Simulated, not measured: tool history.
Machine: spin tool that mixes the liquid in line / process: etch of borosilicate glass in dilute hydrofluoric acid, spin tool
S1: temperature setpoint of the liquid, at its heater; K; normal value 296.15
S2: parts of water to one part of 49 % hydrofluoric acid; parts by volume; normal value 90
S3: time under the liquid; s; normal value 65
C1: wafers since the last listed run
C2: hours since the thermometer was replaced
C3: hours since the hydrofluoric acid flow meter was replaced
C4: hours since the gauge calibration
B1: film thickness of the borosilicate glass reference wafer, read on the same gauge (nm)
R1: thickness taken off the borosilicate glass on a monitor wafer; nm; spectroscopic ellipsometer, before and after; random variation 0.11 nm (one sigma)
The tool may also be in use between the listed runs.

run 1 hour=0 | S1=296.15 S2=90 S3=65 | C1=0 C2=1478.1 C3=1577.5 C4=246.1 | B1=59.99 | R1=20.42
run 2 hour=42.3 | S1=296.15 S2=90 S3=65 | C1=470 C2=1520.4 C3=1619.8 C4=288.4 | B1=59.99 | R1=20.32
run 3 hour=79.9 | S1=296.15 S2=90 S3=65 | C1=418 C2=1558 C3=1657.4 C4=326 | B1=59.99 | R1=20.4
run 4 hour=127.5 | S1=296.15 S2=90 S3=65 | C1=529 C2=1605.6 C3=1705 C4=373.6 | B1=60.01 | R1=20.45
run 5 hour=187.9 | S1=296.15 S2=90 S3=65 | C1=671 C2=1666 C3=1765.4 C4=434 | B1=60 | R1=20.42
run 6 hour=244.7 | S1=296.15 S2=90 S3=40 | C1=631 C2=1722.8 C3=1822.2 C4=490.8 | B1=59.98 | R1=12.59
run 7 hour=302.9 | S1=296.15 S2=90 S3=40 | C1=647 C2=1781 C3=1880.4 C4=549 | B1=60.01 | R1=12.58
run 8 hour=369.3 | S1=296.15 S2=90 S3=65 | C1=738 C2=1847.4 C3=1946.8 C4=615.4 | B1=59.99 | R1=20.35
run 9 hour=430.7 | S1=296.15 S2=90 S3=65 | C1=682 C2=1908.8 C3=2008.2 C4=676.8 | B1=60.02 | R1=20.16
run 10 hour=493 | S1=292.15 S2=130 S3=100 | C1=693 C2=1971.1 C3=2070.5 C4=739.1 | B1=59.99 | R1=17.59
-- hour=521.8 gauge calibrated
run 11 hour=586.2 | S1=299.15 S2=45 S3=65 | C1=1036 C2=2064.3 C3=2163.7 C4=64.4 | B1=60.02 | R1=48.59
run 12 hour=642 | S1=299.15 S2=65 S3=65 | C1=620 C2=2120.1 C3=2219.5 C4=120.2 | B1=60.01 | R1=32.42
-- hour=648.1 hydrofluoric acid flow meter replaced
run 13 hour=724.2 | S1=296.15 S2=90 S3=65 | C1=903 C2=2202.3 C3=76.1 C4=202.4 | B1=59.97 | R1=21.43
run 14 hour=805.1 | S1=294.15 S2=75 S3=65 | C1=899 C2=2283.2 C3=157 C4=283.3 | B1=60 | R1=24.06
run 15 hour=861.9 | S1=298.15 S2=55 S3=65 | C1=631 C2=2340 C3=213.8 C4=340.1 | B1=59.97 | R1=39.51
run 16 hour=964.8 | S1=298.15 S2=90 S3=80 | C1=1144 C2=2442.9 C3=316.7 C4=443 | B1=60.01 | R1=28.16
-- hour=979.6 thermometer replaced
run 17 hour=1072.3 | S1=294.15 S2=75 S3=65 | C1=1184 C2=92.7 C3=424.2 C4=550.5 | B1=60.01 | R1=23.97
run 18 hour=1161.7 | S1=293.65 S2=90 S3=90 | C1=994 C2=182.1 C3=513.6 C4=639.9 | B1=60 | R1=26.53
run 19 hour=1256.6 | S1=292.15 S2=130 S3=40 | C1=1055 C2=277 C3=608.5 C4=734.8 | B1=60 | R1=7.32

4 options for the next run, each taken on its own from the tool as it stands now. Forecast them:
run A hour=1257 | S1=294.65 S2=90 S3=65 | C1=4 C2=277.4 C3=608.9 C4=735.2 | B1=? | R1=?
run B hour=1257 | S1=293.65 S2=110 S3=30 | C1=4 C2=277.4 C3=608.9 C4=735.2 | B1=? | R1=?
run C hour=1257 | S1=294.65 S2=60 S3=75 | C1=4 C2=277.4 C3=608.9 C4=735.2 | B1=? | R1=?
run D hour=1257 | S1=293.65 S2=90 S3=65 | C1=4 C2=277.4 C3=608.9 C4=735.2 | B1=? | R1=?

run=A B1=60.02 R1=19.86
run=B B1=60.02 R1=7.04
run=C B1=60.02 R1=35.64
run=D B1=60.02 R1=19.06
With no hidden state in the tool, these same runs would have given:
run=A R1=20.16
run=B R1=7.14
run=C R1=36.17
run=D R1=19.35

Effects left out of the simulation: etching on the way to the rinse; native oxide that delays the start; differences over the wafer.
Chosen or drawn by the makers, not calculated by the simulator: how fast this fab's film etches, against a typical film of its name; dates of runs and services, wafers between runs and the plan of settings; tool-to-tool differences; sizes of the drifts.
